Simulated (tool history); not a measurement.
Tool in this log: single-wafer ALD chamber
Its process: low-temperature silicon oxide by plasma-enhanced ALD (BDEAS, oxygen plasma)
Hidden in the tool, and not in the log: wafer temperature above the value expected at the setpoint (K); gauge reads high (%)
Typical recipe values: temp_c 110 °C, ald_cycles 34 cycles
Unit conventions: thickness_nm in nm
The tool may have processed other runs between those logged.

run     day  temp_c  ald_cycles  wafers since the last listed run  hours since the last thermocouple change  hours since the gauge calibration  read-back reference wafer on the same gauge, thickness_nm  thickness_nm
  1       0     110          34                                 0                                    2411.1                              322.1                                                      5.031          4.96
  2   1.467     110          34                               417                                    2446.3                              357.3                                                      5.028         4.959
  3   2.854     110          34                               394                                    2479.6                              390.6                                                      5.021         4.965
  4   3.388     110          30                               151                                    2492.4                              403.4                                                      5.031         4.353
  5   4.775     110          30                               394                                    2525.7                              436.7                                                      5.021         4.361
  6   5.658     110          30                               251                                    2546.9                              457.9                                                      5.024         4.357
  7   6.871     110          34                               345                                      2576                                487                                                      5.029         4.958
  8   8.075     110          34                               342                                    2604.9                              515.9                                                      5.032         4.924
  9   8.725     110          34                               185                                    2620.5                              531.5                                                      5.029         4.956
 10   9.429     110          34                               200                                    2637.4                              548.4                                                       5.03         4.961
 11  10.367      98          34                               266                                    2659.9                              570.9                                                      5.036         5.088
 12  10.888      98          34                               148                                    2672.4                              583.4                                                      5.028         5.105
 13  11.912     110          37                               291                                      2697                                608                                                      5.023         5.401
 14  13.083     110          37                               333                                    2725.1                              636.1                                                      5.031         5.401
 15  17.308     110          34                              1202                                    2826.5                              737.5                                                      5.027         4.958
 16  19.729     120          31                               689                                    2884.6                              795.6                                                      5.034         4.406
 17  20.371     115          39                               182                                      2900                                811                                                      5.028         5.602
 18  21.425     115          39                               300                                    2925.3                              836.3                                                      5.028         5.632
 19  25.012     115          39                              1021                                    3011.4                              922.4                                                      5.029         5.616
     25.204  -- gauge calibrated
 20  26.112     117          34                               313                                    3037.8                               21.8                                                      5.033         4.902
 21  27.558     117          38                               411                                    3072.5                               56.5                                                      5.034         5.472
 22  28.108      97          41                               156                                    3085.7                               69.7                                                      5.032         6.167
 23  29.538     110          34                               406                                      3120                                104                                                      5.031         4.948
 24  30.833     110          41                               368                                    3151.1                              135.1                                                      5.038          5.97
 25   31.95     110          34                               317                                    3177.9                              161.9                                                      5.027         4.929
     34.646  -- thermocouple changed; heater temperature recalibrated
 26  35.929     110          34                              1037                                      30.8                              257.4                                                      5.025         4.943
 27  37.246     119          40                               374                                      62.4                                289                                                       5.03         5.709
 28  37.862     115          34                               175                                      77.2                              303.8                                                      5.035         4.895
 29  39.117     110          34                               356                                     107.3                              333.9                                                      5.029          4.96
 30  39.812     110          34                               198                                       124                              350.6                                                      5.027         4.947
 31  40.621     110          34                               230                                     143.4                                370                                                      5.028         4.949
 32  41.683     110          34                               302                                     168.9                              395.5                                                       5.03         4.962
 33  43.162      99          40                               421                                     204.4                                431                                                      5.029         5.988
 34  43.671     121          38                               144                                     216.6                              443.2                                                      5.035         5.406
 35  44.742     110          31                               304                                     242.3                              468.9                                                      5.024         4.498
 36  45.517      98          37                               220                                     260.9                              487.5                                                      5.031          5.52
 37  46.208     121          34                               196                                     277.5                              504.1                                                       5.03         4.853
 38  47.512     110          34                               371                                     308.8                              535.4                                                      5.033         4.977

Here are 4 independent what-if runs from the current tool condition. What would each one return?
  A  47.533     123          34                                 5                                     309.3                              535.9                                                          ?             ?
  B  47.533     115          27                                 5                                     309.3                              535.9                                                          ?             ?
  C  47.533     120          34                                 5                                     309.3                              535.9                                                          ?             ?
  D  47.533     124          34                                 5                                     309.3                              535.9                                                          ?             ?

run  read-back reference wafer on the same gauge, thickness_nm  thickness_nm
  A                                                      5.029         4.815
  B                                                      5.029         3.887
  C                                                      5.029         4.845
  D                                                      5.029         4.805
Had the tool no hidden state, the same runs would have come out as:
run  thickness_nm
  A         4.815
  B         3.887
  C         4.845
  D         4.805
